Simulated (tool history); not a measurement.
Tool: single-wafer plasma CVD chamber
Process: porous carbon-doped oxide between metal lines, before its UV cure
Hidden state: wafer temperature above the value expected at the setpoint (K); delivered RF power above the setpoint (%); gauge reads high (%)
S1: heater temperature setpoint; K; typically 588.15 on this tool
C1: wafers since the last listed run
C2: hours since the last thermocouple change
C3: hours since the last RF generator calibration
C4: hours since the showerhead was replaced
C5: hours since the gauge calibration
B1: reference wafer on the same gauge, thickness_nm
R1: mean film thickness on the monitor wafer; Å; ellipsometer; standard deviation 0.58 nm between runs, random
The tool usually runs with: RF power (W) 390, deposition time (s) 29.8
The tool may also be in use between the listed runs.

run 1 day=0.000 | S1=588.15 RF_power_(W)=390 deposition_time_(s)=29.8 | C1=0 C2=1312.1 C3=1948.5 C4=5253.4 C5=969.7 | B1=133.910 | R1=1110.41
run 2 day=0.583 | S1=588.15 RF_power_(W)=390 deposition_time_(s)=29.8 | C1=354 C2=1326.1 C3=1962.5 C4=5267.4 C5=983.7 | B1=134.002 | R1=1109.67
run 3 day=1.917 | S1=588.15 RF_power_(W)=390 deposition_time_(s)=29.8 | C1=810 C2=1358.1 C3=1994.5 C4=5299.4 C5=1015.7 | B1=134.058 | R1=1103.89
run 4 day=2.450 | S1=588.15 RF_power_(W)=390 deposition_time_(s)=29.8 | C1=324 C2=1370.9 C3=2007.3 C4=5312.2 C5=1028.5 | B1=133.913 | R1=1096.56
run 5 day=3.379 | S1=588.15 RF_power_(W)=390 deposition_time_(s)=29.8 | C1=564 C2=1393.2 C3=2029.6 C4=5334.5 C5=1050.8 | B1=133.971 | R1=1116.16
run 6 day=3.908 | S1=588.15 RF_power_(W)=390 deposition_time_(s)=29.8 | C1=321 C2=1405.9 C3=2042.3 C4=5347.2 C5=1063.5 | B1=133.999 | R1=1105.62
-- day=4.279 showerhead replaced
run 7 day=5.212 | S1=588.15 RF_power_(W)=390 deposition_time_(s)=29.8 | C1=589 C2=1437.2 C3=2073.6 C4=22.4 C5=1094.8 | B1=134.067 | R1=1096.90
run 8 day=6.175 | S1=588.15 RF_power_(W)=390 deposition_time_(s)=29.8 | C1=584 C2=1460.3 C3=2096.7 C4=45.5 C5=1117.9 | B1=133.998 | R1=1104.08
run 9 day=7.450 | S1=595.15 RF_power_(W)=390 deposition_time_(s)=34.6 | C1=774 C2=1490.9 C3=2127.3 C4=76.1 C5=1148.5 | B1=133.985 | R1=1229.15
run 10 day=8.158 | S1=595.15 RF_power_(W)=390 deposition_time_(s)=34.6 | C1=430 C2=1507.9 C3=2144.3 C4=93.1 C5=1165.5 | B1=133.973 | R1=1217.19
run 11 day=8.958 | S1=595.15 RF_power_(W)=390 deposition_time_(s)=34.6 | C1=486 C2=1527.1 C3=2163.5 C4=112.3 C5=1184.7 | B1=134.105 | R1=1219.91
run 12 day=10.350 | S1=593.15 RF_power_(W)=390 deposition_time_(s)=29.8 | C1=845 C2=1560.5 C3=2196.9 C4=145.7 C5=1218.1 | B1=133.848 | R1=1060.35
-- day=10.396 gauge calibrated
run 13 day=11.683 | S1=593.15 RF_power_(W)=390 deposition_time_(s)=29.8 | C1=810 C2=1592.5 C3=2228.9 C4=177.7 C5=30.9 | B1=133.959 | R1=1062.60
run 14 day=12.875 | S1=588.15 RF_power_(W)=445 deposition_time_(s)=25.6 | C1=724 C2=1621.1 C3=2257.5 C4=206.3 C5=59.5 | B1=133.950 | R1=1058.43
run 15 day=13.846 | S1=578.15 RF_power_(W)=430 deposition_time_(s)=29.8 | C1=589 C2=1644.4 C3=2280.8 C4=229.6 C5=82.8 | B1=134.046 | R1=1278.74
run 16 day=15.121 | S1=588.15 RF_power_(W)=390 deposition_time_(s)=29.8 | C1=774 C2=1675.0 C3=2311.4 C4=260.2 C5=113.4 | B1=133.898 | R1=1094.29
-- day=16.104 RF generator calibrated
run 17 day=16.492 | S1=588.15 RF_power_(W)=390 deposition_time_(s)=29.8 | C1=630 C2=1707.9 C3=9.3 C4=293.1 C5=146.3 | B1=134.006 | R1=1170.85
run 18 day=17.142 | S1=588.15 RF_power_(W)=335 deposition_time_(s)=28.1 | C1=394 C2=1723.5 C3=24.9 C4=308.7 C5=161.9 | B1=133.953 | R1=956.43
run 19 day=17.775 | S1=588.15 RF_power_(W)=390 deposition_time_(s)=29.8 | C1=384 C2=1738.7 C3=40.1 C4=323.9 C5=177.1 | B1=133.990 | R1=1149.65
run 20 day=19.246 | S1=581.15 RF_power_(W)=390 deposition_time_(s)=26.8 | C1=893 C2=1774.0 C3=75.4 C4=359.2 C5=212.4 | B1=133.905 | R1=1098.52
run 21 day=19.783 | S1=582.15 RF_power_(W)=390 deposition_time_(s)=29.8 | C1=326 C2=1786.9 C3=88.3 C4=372.1 C5=225.3 | B1=133.919 | R1=1205.49
run 22 day=20.433 | S1=588.15 RF_power_(W)=420 deposition_time_(s)=29.8 | C1=394 C2=1802.5 C3=103.9 C4=387.7 C5=240.9 | B1=134.019 | R1=1232.59
run 23 day=21.075 | S1=577.15 RF_power_(W)=345 deposition_time_(s)=27.5 | C1=389 C2=1817.9 C3=119.3 C4=403.1 C5=256.3 | B1=133.996 | R1=1024.50
run 24 day=22.379 | S1=588.15 RF_power_(W)=415 deposition_time_(s)=29.8 | C1=792 C2=1849.2 C3=150.6 C4=434.4 C5=287.6 | B1=133.932 | R1=1223.75
-- day=22.946 thermocouple changed; heater temperature recalibrated
run 25 day=23.017 | S1=595.15 RF_power_(W)=390 deposition_time_(s)=26.8 | C1=184 C2=1.7 C3=165.9 C4=449.7 C5=302.9 | B1=134.046 | R1=1003.08
run 26 day=23.554 | S1=588.15 RF_power_(W)=390 deposition_time_(s)=29.8 | C1=326 C2=14.6 C3=178.8 C4=462.6 C5=315.8 | B1=133.939 | R1=1159.18
run 27 day=24.588 | S1=581.15 RF_power_(W)=390 deposition_time_(s)=26.8 | C1=627 C2=39.4 C3=203.6 C4=487.4 C5=340.6 | B1=133.979 | R1=1096.85
run 28 day=25.821 | S1=575.15 RF_power_(W)=445 deposition_time_(s)=35.6 | C1=749 C2=69.0 C3=233.2 C4=517.0 C5=370.2 | B1=133.949 | R1=1685.32
run 29 day=26.438 | S1=580.15 RF_power_(W)=335 deposition_time_(s)=26.7 | C1=374 C2=83.8 C3=248.0 C4=531.8 C5=385.0 | B1=134.049 | R1=946.26
run 30 day=27.183 | S1=583.15 RF_power_(W)=455 deposition_time_(s)=29.8 | C1=453 C2=101.7 C3=265.9 C4=549.7 C5=402.9 | B1=133.880 | R1=1356.71
run 31 day=28.296 | S1=588.15 RF_power_(W)=390 deposition_time_(s)=29.8 | C1=676 C2=128.4 C3=292.6 C4=576.4 C5=429.6 | B1=134.048 | R1=1154.67
run 32 day=28.829 | S1=588.15 RF_power_(W)=315 deposition_time_(s)=29.8 | C1=324 C2=141.2 C3=305.4 C4=589.2 C5=442.4 | B1=133.934 | R1=939.80
run 33 day=29.888 | S1=594.15 RF_power_(W)=340 deposition_time_(s)=27.5 | C1=643 C2=166.6 C3=330.8 C4=614.6 C5=467.8 | B1=133.980 | R1=909.54
run 34 day=30.629 | S1=578.15 RF_power_(W)=415 deposition_time_(s)=35.1 | C1=450 C2=184.4 C3=348.6 C4=632.4 C5=485.6 | B1=134.073 | R1=1536.91
run 35 day=31.983 | S1=581.15 RF_power_(W)=390 deposition_time_(s)=26.8 | C1=822 C2=216.9 C3=381.1 C4=664.9 C5=518.1 | B1=134.020 | R1=1088.26

3 options for the next run, each taken on its own from the tool as it stands now. Forecast them:
run A day=32.000 | S1=588.15 RF_power_(W)=390 deposition_time_(s)=29.8 | C1=10 C2=217.3 C3=381.5 C4=665.3 C5=518.5 | B1=? | R1=?
run B day=32.000 | S1=582.15 RF_power_(W)=445 deposition_time_(s)=32.4 | C1=10 C2=217.3 C3=381.5 C4=665.3 C5=518.5 | B1=? | R1=?
run C day=32.000 | S1=575.15 RF_power_(W)=390 deposition_time_(s)=26.8 | C1=10 C2=217.3 C3=381.5 C4=665.3 C5=518.5 | B1=? | R1=?

run=A B1=134.128 R1=1147.62
run=B B1=134.128 R1=1451.13
run=C B1=134.128 R1=1122.27
The same runs, with their run-to-run variation unchanged, on a tool lacking any hidden condition would have given:
run=A R1=1177.53
run=B R1=1488.22
run=C R1=1151.53
